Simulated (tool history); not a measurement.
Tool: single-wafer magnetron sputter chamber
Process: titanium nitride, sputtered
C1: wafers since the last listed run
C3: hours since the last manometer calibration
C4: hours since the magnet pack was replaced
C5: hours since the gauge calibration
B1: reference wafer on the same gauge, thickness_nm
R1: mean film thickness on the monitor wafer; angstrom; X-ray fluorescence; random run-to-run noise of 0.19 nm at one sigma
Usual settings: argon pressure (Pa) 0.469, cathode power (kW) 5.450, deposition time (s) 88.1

run 1 hour=0.0 | argon_pressure_(Pa)=0.469 cathode_power_(kW)=5.450 deposition_time_(s)=88.1 | C1=0 wafers_on_the_sputter_target=986 C3=1597.6 C4=11158.4 C5=1664.1 | B1=87.640 | R1=816.40
run 2 hour=45.5 | argon_pressure_(Pa)=0.469 cathode_power_(kW)=5.450 deposition_time_(s)=88.1 | C1=524 wafers_on_the_sputter_target=1511 C3=1643.1 C4=11203.9 C5=1709.6 | B1=87.627 | R1=818.24
run 3 hour=81.3 | argon_pressure_(Pa)=0.469 cathode_power_(kW)=5.450 deposition_time_(s)=88.1 | C1=412 wafers_on_the_sputter_target=1924 C3=1678.9 C4=11239.7 C5=1745.4 | B1=87.568 | R1=818.16
run 4 hour=114.9 | argon_pressure_(Pa)=0.469 cathode_power_(kW)=5.450 deposition_time_(s)=88.1 | C1=387 wafers_on_the_sputter_target=2311 C3=1712.5 C4=11273.3 C5=1779.0 | B1=87.623 | R1=817.89
run 5 hour=159.2 | argon_pressure_(Pa)=0.469 cathode_power_(kW)=5.450 deposition_time_(s)=88.1 | C1=510 wafers_on_the_sputter_target=2822 C3=1756.8 C4=11317.6 C5=1823.3 | B1=87.569 | R1=817.96
run 6 hour=206.1 | argon_pressure_(Pa)=0.469 cathode_power_(kW)=6.200 deposition_time_(s)=91.7 | C1=540 wafers_on_the_sputter_target=3363 C3=1803.7 C4=11364.5 C5=1870.2 | B1=87.616 | R1=963.90
run 7 hour=238.9 | argon_pressure_(Pa)=0.469 cathode_power_(kW)=6.200 deposition_time_(s)=91.7 | C1=378 wafers_on_the_sputter_target=3742 C3=1836.5 C4=11397.3 C5=1903.0 | B1=87.647 | R1=970.10
run 8 hour=274.3 | argon_pressure_(Pa)=0.469 cathode_power_(kW)=6.200 deposition_time_(s)=91.7 | C1=408 wafers_on_the_sputter_target=4150 C3=1871.9 C4=11432.7 C5=1938.4 | B1=87.603 | R1=968.01
-- hour=307.2 magnet pack replaced
run 9 hour=312.8 | argon_pressure_(Pa)=0.580 cathode_power_(kW)=5.450 deposition_time_(s)=88.1 | C1=351 wafers_on_the_sputter_target=4502 C3=1910.4 C4=5.6 C5=1976.9 | B1=87.601 | R1=796.52
run 10 hour=372.2 | argon_pressure_(Pa)=0.580 cathode_power_(kW)=5.450 deposition_time_(s)=88.1 | C1=685 wafers_on_the_sputter_target=5187 C3=1969.8 C4=65.0 C5=2036.3 | B1=87.592 | R1=791.87
run 11 hour=402.0 | argon_pressure_(Pa)=0.469 cathode_power_(kW)=5.450 deposition_time_(s)=88.1 | C1=343 wafers_on_the_sputter_target=5531 C3=1999.6 C4=94.8 C5=2066.1 | B1=87.614 | R1=816.99
-- hour=416.7 capacitance manometer re-zeroed and calibrated
-- hour=455.0 sputter target and shields replaced
run 12 hour=455.5 | argon_pressure_(Pa)=0.469 cathode_power_(kW)=5.450 deposition_time_(s)=88.1 | C1=432 wafers_on_the_sputter_target=5 C3=38.8 C4=148.3 C5=2119.6 | B1=87.596 | R1=823.03
run 13 hour=477.1 | argon_pressure_(Pa)=0.469 cathode_power_(kW)=5.450 deposition_time_(s)=88.1 | C1=249 wafers_on_the_sputter_target=254 C3=60.4 C4=169.9 C5=2141.2 | B1=87.595 | R1=825.47
run 14 hour=540.2 | argon_pressure_(Pa)=0.469 cathode_power_(kW)=6.150 deposition_time_(s)=76.4 | C1=727 wafers_on_the_sputter_target=982 C3=123.5 C4=233.0 C5=2204.3 | B1=87.556 | R1=804.74
run 15 hour=596.9 | argon_pressure_(Pa)=0.469 cathode_power_(kW)=5.450 deposition_time_(s)=93.5 | C1=654 wafers_on_the_sputter_target=1636 C3=180.2 C4=289.7 C5=2261.0 | B1=87.573 | R1=876.67
run 16 hour=666.0 | argon_pressure_(Pa)=0.586 cathode_power_(kW)=6.650 deposition_time_(s)=98.6 | C1=797 wafers_on_the_sputter_target=2433 C3=249.3 C4=358.8 C5=2330.1 | B1=87.579 | R1=1097.23
run 17 hour=714.4 | argon_pressure_(Pa)=0.469 cathode_power_(kW)=5.450 deposition_time_(s)=88.1 | C1=558 wafers_on_the_sputter_target=2992 C3=297.7 C4=407.2 C5=2378.5 | B1=87.652 | R1=822.26
-- hour=770.2 capacitance manometer re-zeroed and calibrated, repeated, since the last time left the tool worse
run 18 hour=781.5 | argon_pressure_(Pa)=0.469 cathode_power_(kW)=4.700 deposition_time_(s)=88.1 | C1=681 wafers_on_the_sputter_target=3673 C3=11.3 C4=474.3 C5=2445.6 | B1=87.608 | R1=697.32
run 19 hour=831.5 | argon_pressure_(Pa)=0.301 cathode_power_(kW)=4.150 deposition_time_(s)=88.1 | C1=576 wafers_on_the_sputter_target=4250 C3=61.3 C4=524.3 C5=2495.6 | B1=87.578 | R1=647.00
run 20 hour=890.8 | argon_pressure_(Pa)=0.469 cathode_power_(kW)=5.450 deposition_time_(s)=99.5 | C1=684 wafers_on_the_sputter_target=4934 C3=120.6 C4=583.6 C5=2554.9 | B1=87.616 | R1=914.68
run 21 hour=927.9 | argon_pressure_(Pa)=0.295 cathode_power_(kW)=4.800 deposition_time_(s)=81.8 | C1=427 wafers_on_the_sputter_target=5362 C3=157.7 C4=620.7 C5=2592.0 | B1=87.553 | R1=695.32
-- hour=945.7 sputter target and shields replaced
-- hour=964.4 gauge calibrated
run 22 hour=983.0 | argon_pressure_(Pa)=0.283 cathode_power_(kW)=5.000 deposition_time_(s)=104.5 | C1=543 wafers_on_the_sputter_target=430 C3=212.8 C4=675.8 C5=18.6 | B1=87.624 | R1=924.10
run 23 hour=1052.9 | argon_pressure_(Pa)=0.469 cathode_power_(kW)=5.450 deposition_time_(s)=78.7 | C1=806 wafers_on_the_sputter_target=1236 C3=282.7 C4=745.7 C5=88.5 | B1=87.585 | R1=724.99
run 24 hour=1098.7 | argon_pressure_(Pa)=0.364 cathode_power_(kW)=4.500 deposition_time_(s)=88.1 | C1=528 wafers_on_the_sputter_target=1765 C3=328.5 C4=791.5 C5=134.3 | B1=87.584 | R1=689.11
run 25 hour=1129.0 | argon_pressure_(Pa)=0.469 cathode_power_(kW)=5.450 deposition_time_(s)=88.1 | C1=349 wafers_on_the_sputter_target=2114 C3=358.8 C4=821.8 C5=164.6 | B1=87.585 | R1=810.93
run 26 hour=1200.8 | argon_pressure_(Pa)=0.365 cathode_power_(kW)=5.450 deposition_time_(s)=88.1 | C1=828 wafers_on_the_sputter_target=2942 C3=430.6 C4=893.6 C5=236.4 | B1=87.564 | R1=834.46
run 27 hour=1251.9 | argon_pressure_(Pa)=0.469 cathode_power_(kW)=5.450 deposition_time_(s)=88.1 | C1=589 wafers_on_the_sputter_target=3532 C3=481.7 C4=944.7 C5=287.5 | B1=87.623 | R1=812.19
run 28 hour=1312.6 | argon_pressure_(Pa)=0.648 cathode_power_(kW)=6.350 deposition_time_(s)=103.7 | C1=700 wafers_on_the_sputter_target=4232 C3=542.4 C4=1005.4 C5=348.2 | B1=87.604 | R1=1063.46
run 29 hour=1339.4 | argon_pressure_(Pa)=0.648 cathode_power_(kW)=6.350 deposition_time_(s)=103.7 | C1=309 wafers_on_the_sputter_target=4541 C3=569.2 C4=1032.2 C5=375.0 | B1=87.601 | R1=1063.00
run 30 hour=1388.7 | argon_pressure_(Pa)=0.287 cathode_power_(kW)=4.600 deposition_time_(s)=94.4 | C1=568 wafers_on_the_sputter_target=5110 C3=618.5 C4=1081.5 C5=424.3 | B1=87.607 | R1=774.77
run 31 hour=1437.5 | argon_pressure_(Pa)=0.520 cathode_power_(kW)=6.400 deposition_time_(s)=81.5 | C1=562 wafers_on_the_sputter_target=5673 C3=667.3 C4=1130.3 C5=473.1 | B1=87.642 | R1=873.61
run 32 hour=1486.3 | argon_pressure_(Pa)=0.643 cathode_power_(kW)=6.450 deposition_time_(s)=100.4 | C1=562 wafers_on_the_sputter_target=6236 C3=716.1 C4=1179.1 C5=521.9 | B1=87.673 | R1=1044.27
run 33 hour=1526.8 | argon_pressure_(Pa)=0.469 cathode_power_(kW)=5.450 deposition_time_(s)=88.1 | C1=467 wafers_on_the_sputter_target=6703 C3=756.6 C4=1219.6 C5=562.4 | B1=87.649 | R1=813.87
run 34 hour=1551.1 | argon_pressure_(Pa)=0.469 cathode_power_(kW)=5.450 deposition_time_(s)=88.1 | C1=280 wafers_on_the_sputter_target=6983 C3=780.9 C4=1243.9 C5=586.7 | B1=87.566 | R1=815.81
-- hour=1579.1 sputter target and shields replaced
run 35 hour=1618.5 | argon_pressure_(Pa)=0.619 cathode_power_(kW)=5.450 deposition_time_(s)=88.1 | C1=685 wafers_on_the_sputter_target=454 C3=848.3 C4=1311.3 C5=654.1 | B1=87.578 | R1=779.97

Hidden state, per run?
deposition rate above that of a new target (%): 0 at every run
gauge reads high (%): 0 at every run
H1: true argon pressure above the setpoint (%)
run=1 H1=-8.15
run=2 H1=-8.19
run=3 H1=-8.22
run=4 H1=-8.25
run=5 H1=-8.28
run=6 H1=-8.31
run=7 H1=-8.33
run=8 H1=-8.35
run=9 H1=-8.37
run=10 H1=-8.4
run=11 H1=-8.41
run=12 H1=-12.7
run=13 H1=-13
run=14 H1=-13.7
run=15 H1=-14.2
run=16 H1=-14.8
run=17 H1=-15.2
run=18 H1=0.278
run=19 H1=-0.325
run=20 H1=-0.977
run=21 H1=-1.35
run=22 H1=-1.87
run=23 H1=-2.46
run=24 H1=-2.81
run=25 H1=-3.03
run=26 H1=-3.51
run=27 H1=-3.81
run=28 H1=-4.14
run=29 H1=-4.28
run=30 H1=-4.51
run=31 H1=-4.72
run=32 H1=-4.92
run=33 H1=-5.07
run=34 H1=-5.16
run=35 H1=-5.38
